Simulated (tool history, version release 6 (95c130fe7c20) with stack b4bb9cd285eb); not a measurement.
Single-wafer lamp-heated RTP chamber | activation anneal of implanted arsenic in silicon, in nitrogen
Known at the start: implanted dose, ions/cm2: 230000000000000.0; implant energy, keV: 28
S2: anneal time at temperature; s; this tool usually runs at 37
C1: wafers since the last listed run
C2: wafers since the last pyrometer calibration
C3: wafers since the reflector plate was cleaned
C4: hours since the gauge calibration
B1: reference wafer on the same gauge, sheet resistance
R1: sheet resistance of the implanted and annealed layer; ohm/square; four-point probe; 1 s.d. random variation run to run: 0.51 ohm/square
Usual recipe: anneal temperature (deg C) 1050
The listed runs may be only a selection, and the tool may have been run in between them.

run 1 day=0.000 | anneal_temperature_(deg_C)=1050 S2=37 | C1=0 C2=754 C3=754 C4=1642.7 | B1=280.00 | R1=338.62
run 2 day=3.175 | anneal_temperature_(deg_C)=1031 S2=37 | C1=1208 C2=1963 C3=1963 C4=1718.9 | B1=279.99 | R1=341.05
run 3 day=9.796 | anneal_temperature_(deg_C)=1031 S2=37 | C1=2520 C2=4483 C3=4483 C4=1877.8 | B1=280.10 | R1=340.89
run 4 day=13.571 | anneal_temperature_(deg_C)=1050 S2=37 | C1=1436 C2=5920 C3=5920 C4=1968.4 | B1=279.92 | R1=337.34
run 5 day=16.221 | anneal_temperature_(deg_C)=1050 S2=37 | C1=1008 C2=6929 C3=6929 C4=2032.0 | B1=279.96 | R1=338.30
-- day=17.308 pyrometer window cleaned and pyrometer calibrated
run 6 day=20.417 | anneal_temperature_(deg_C)=1050 S2=37 | C1=1470 C2=1182 C3=8399 C4=2132.7 | B1=279.99 | R1=338.33
-- day=21.062 reflector plate cleaned
run 7 day=24.704 | anneal_temperature_(deg_C)=1050 S2=37 | C1=1505 C2=2687 C3=1386 C4=2235.6 | B1=280.04 | R1=339.34
run 8 day=27.317 | anneal_temperature_(deg_C)=1060 S2=37 | C1=994 C2=3682 C3=2380 C4=2298.3 | B1=279.95 | R1=337.62
run 9 day=29.250 | anneal_temperature_(deg_C)=1050 S2=27 | C1=735 C2=4418 C3=3116 C4=2344.7 | B1=279.85 | R1=340.43
run 10 day=32.938 | anneal_temperature_(deg_C)=1050 S2=27 | C1=1403 C2=5821 C3=4520 C4=2433.2 | B1=279.94 | R1=340.46
-- day=34.454 gauge calibrated
run 11 day=35.717 | anneal_temperature_(deg_C)=1050 S2=37 | C1=1057 C2=6879 C3=5578 C4=30.3 | B1=280.09 | R1=336.97
run 12 day=39.071 | anneal_temperature_(deg_C)=1050 S2=37 | C1=1276 C2=8156 C3=6854 C4=110.8 | B1=280.03 | R1=336.85
run 13 day=40.788 | anneal_temperature_(deg_C)=1050 S2=37 | C1=653 C2=8810 C3=7508 C4=152.0 | B1=279.98 | R1=337.90
-- day=41.754 pyrometer window cleaned and pyrometer calibrated
run 14 day=45.267 | anneal_temperature_(deg_C)=1050 S2=32 | C1=1578 C2=1336 C3=9086 C4=259.5 | B1=279.93 | R1=339.20
-- day=46.475 reflector plate cleaned
run 15 day=47.696 | anneal_temperature_(deg_C)=1050 S2=32 | C1=797 C2=2134 C3=465 C4=317.8 | B1=280.14 | R1=340.11
run 16 day=51.396 | anneal_temperature_(deg_C)=1050 S2=37 | C1=1408 C2=3542 C3=1873 C4=406.6 | B1=280.05 | R1=338.54
run 17 day=54.162 | anneal_temperature_(deg_C)=1050 S2=37 | C1=1053 C2=4595 C3=2926 C4=473.0 | B1=280.06 | R1=337.59
run 18 day=56.604 | anneal_temperature_(deg_C)=1050 S2=37 | C1=929 C2=5525 C3=3856 C4=531.6 | B1=279.91 | R1=338.20
run 19 day=59.446 | anneal_temperature_(deg_C)=1050 S2=37 | C1=1081 C2=6606 C3=4937 C4=599.8 | B1=280.03 | R1=336.79
run 20 day=62.800 | anneal_temperature_(deg_C)=1050 S2=37 | C1=1276 C2=7883 C3=6214 C4=680.3 | B1=280.02 | R1=337.27
-- day=66.979 pyrometer window cleaned and pyrometer calibrated
-- day=67.017 reflector plate cleaned
run 21 day=67.096 | anneal_temperature_(deg_C)=1050 S2=31 | C1=1494 C2=30 C3=30 C4=783.4 | B1=280.04 | R1=339.31

Expected results for the next run?
run 22 day=68.638 | anneal_temperature_(deg_C)=1041 S2=47 | C1=586 C2=617 C3=617 C4=820.4 | B1=? | R1=?

{"run 22": {"B1": 280.06, "R1": 338.62}}
The same run, on a tool lacking any hidden state, would have yielded R1 338.66 ohm/square.

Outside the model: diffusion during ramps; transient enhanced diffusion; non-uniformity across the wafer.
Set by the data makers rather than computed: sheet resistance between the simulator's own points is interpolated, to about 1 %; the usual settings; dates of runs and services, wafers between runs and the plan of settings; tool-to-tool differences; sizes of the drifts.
